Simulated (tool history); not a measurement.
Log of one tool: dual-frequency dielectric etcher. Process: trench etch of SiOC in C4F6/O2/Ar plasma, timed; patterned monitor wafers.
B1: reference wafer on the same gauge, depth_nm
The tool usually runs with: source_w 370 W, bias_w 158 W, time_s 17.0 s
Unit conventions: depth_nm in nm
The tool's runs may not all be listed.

Run 1, hour 0.0: usual settings; B1 38.09. Result: depth_nm 36.30 nm.
At hour 0.3: wet clean of the chamber.
Run 2, hour 65.6: usual settings; B1 38.09. Result: depth_nm 36.90 nm.
Run 3, hour 126.8: usual settings; B1 38.12. Result: depth_nm 36.75 nm.
Run 4, hour 174.4: usual settings; B1 38.11. Result: depth_nm 36.72 nm.
Run 5, hour 198.9: usual settings; B1 38.10. Result: depth_nm 36.76 nm.
Run 6, hour 248.0: usual settings; B1 38.10. Result: depth_nm 36.82 nm.
Run 7, hour 281.5: usual settings; B1 38.10. Result: depth_nm 36.65 nm.
Run 8, hour 315.2: usual settings; B1 38.08. Result: depth_nm 36.68 nm.
Run 9, hour 494.0: usual settings but time_s 19.5 s; B1 38.09. Result: depth_nm 41.79 nm.
At hour 548.3: wet clean of the chamber.
Run 10, hour 548.8: usual settings; B1 38.09. Result: depth_nm 37.93 nm.
Run 11, hour 593.4: usual settings; B1 38.11. Result: depth_nm 38.09 nm.
At hour 648.5: bias power generator calibrated.
Run 12, hour 649.0: usual settings but time_s 19.0 s; B1 38.11. Result: depth_nm 42.23 nm.
Run 13, hour 707.2: usual settings but time_s 19.0 s; B1 38.08. Result: depth_nm 42.31 nm.
At hour 743.4: source power generator calibrated.
Run 14, hour 808.3: usual settings but time_s 19.0 s; B1 38.10. Result: depth_nm 42.31 nm.

Run 15, settings as shown, results not yet in. Your forecast:
Run 15, hour 878.2: usual settings but bias_w 184 W; B1 ?. Result: depth_nm ?.

B1: 38.08
depth_nm: 39.65 nm
Had the tool carried no hidden state, the very same run would have given depth_nm 38.93 nm.
